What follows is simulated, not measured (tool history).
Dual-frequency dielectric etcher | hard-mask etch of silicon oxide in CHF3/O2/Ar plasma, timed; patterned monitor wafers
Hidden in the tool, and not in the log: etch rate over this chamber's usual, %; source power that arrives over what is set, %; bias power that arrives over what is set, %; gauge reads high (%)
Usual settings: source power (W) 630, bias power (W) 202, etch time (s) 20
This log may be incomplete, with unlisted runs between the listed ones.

run   hour  source power (W)  bias power (W)  etch time (s)  wafers since the last listed run  hours since the last wet clean  hours since the last source power generator calibration  hours since the last bias power generator calibration  hours since the last upper electrode change  hours since the gauge calibration  read-back reference wafer on the same gauge, depth_nm  mean etch depth across the wafer (angstrom)
  1      0               630             202             16                                 0                           410.7                                                   2504.6                                                 3252.5                                         50.9                              619.2                                                   47.6                                        404.4
      31.8  -- bias power generator calibrated
  2     35               630             202             20                               484                           445.7                                                   2539.6                                                    3.2                                         85.9                              654.2                                                   47.5                                        512.9
  3   78.4               630             202             20                               677                           489.1                                                     2583                                                   46.6                                        129.3                              697.6                                                  47.45                                        499.8
  4  163.4               630             202             20                              1327                           574.1                                                     2668                                                  131.6                                        214.3                              782.6                                                  47.44                                        513.2
  5    183               630             202             20                               306                           593.7                                                   2687.6                                                  151.2                                        233.9                              802.2                                                  47.38                                        507.1
     208.8  -- wet clean of the chamber
  6  209.3               630             162             20                                35                             0.5                                                   2713.9                                                  177.5                                        260.2                              828.5                                                  47.29                                        467.2
     237.2  -- source power generator calibrated
  7  237.7               630             202             20                               381                            28.9                                                      0.5                                                  205.9                                        288.6                              856.9                                                  47.39                                          501
  8  258.1               630             174             20                               318                            49.3                                                     20.9                                                  226.3                                          309                              877.3                                                  47.39                                        479.5
  9  283.5               630             158             20                               396                            74.7                                                     46.3                                                  251.7                                        334.4                              902.7                                                  47.39                                        454.4
 10  304.1               740             245           14.5                               321                            95.3                                                     66.9                                                  272.3                                          355                              923.3                                                  47.32                                        420.2
 11  319.2               630             240             20                               235                           110.4                                                       82                                                  287.4                                        370.1                              938.4                                                  47.35                                        533.8
 12  345.1               490             229             20                               404                           136.3                                                    107.9                                                  313.3                                          396                              964.3                                                  47.25                                        470.2
 13  361.4               780             219           14.5                               254                           152.6                                                    124.2                                                  329.6                                        412.3                              980.6                                                  47.34                                        417.9
 14  392.2               500             175             20                               480                           183.4                                                      155                                                  360.4                                        443.1                             1011.4                                                  47.28                                        425.5
     406.5  -- gauge calibrated
 15  411.8               630             202             20                               306                             203                                                    174.6                                                    380                                        462.7                                5.3                                                  49.37                                        527.8
 16    427               780             169             20                               237                           218.2                                                    189.8                                                  395.2                                        477.9                               20.5                                                  49.33                                        536.7
 17  455.4               630             202           15.5                               443                           246.6                                                    218.2                                                  423.6                                        506.3                               48.9                                                   49.1                                        409.1
 18  479.9               630             202             17                               382                           271.1                                                    242.7                                                  448.1                                        530.8                               73.4                                                  48.93                                        445.4
 19  509.7               630             238             24                               465                           300.9                                                    272.5                                                  477.9                                        560.6                              103.2                                                  48.79                                          666
 20  527.9               770             202             20                               284                           319.1                                                    290.7                                                  496.1                                        578.8                              121.4                                                  48.61                                        564.2
 21  547.8               630             202             20                               310                             339                                                    310.6                                                    516                                        598.7                              141.3                                                  48.64                                        521.6
 22  563.1               580             173             15                               238                           354.3                                                    325.9                                                  531.3                                          614                              156.6                                                  48.53                                        352.8

Forecast run 23:
 23   587               630             225           14.5                               373                           378.2                                                    349.8                                                  555.2                                        637.9                              180.5                                                      ?                                            ?

Run 23 measured read-back reference wafer on the same gauge, depth_nm 48.47, mean etch depth across the wafer (angstrom) 387.5.
If the tool had no hidden condition, the same run with the same run-to-run variation would have returned mean etch depth across the wafer (angstrom) 393.9.
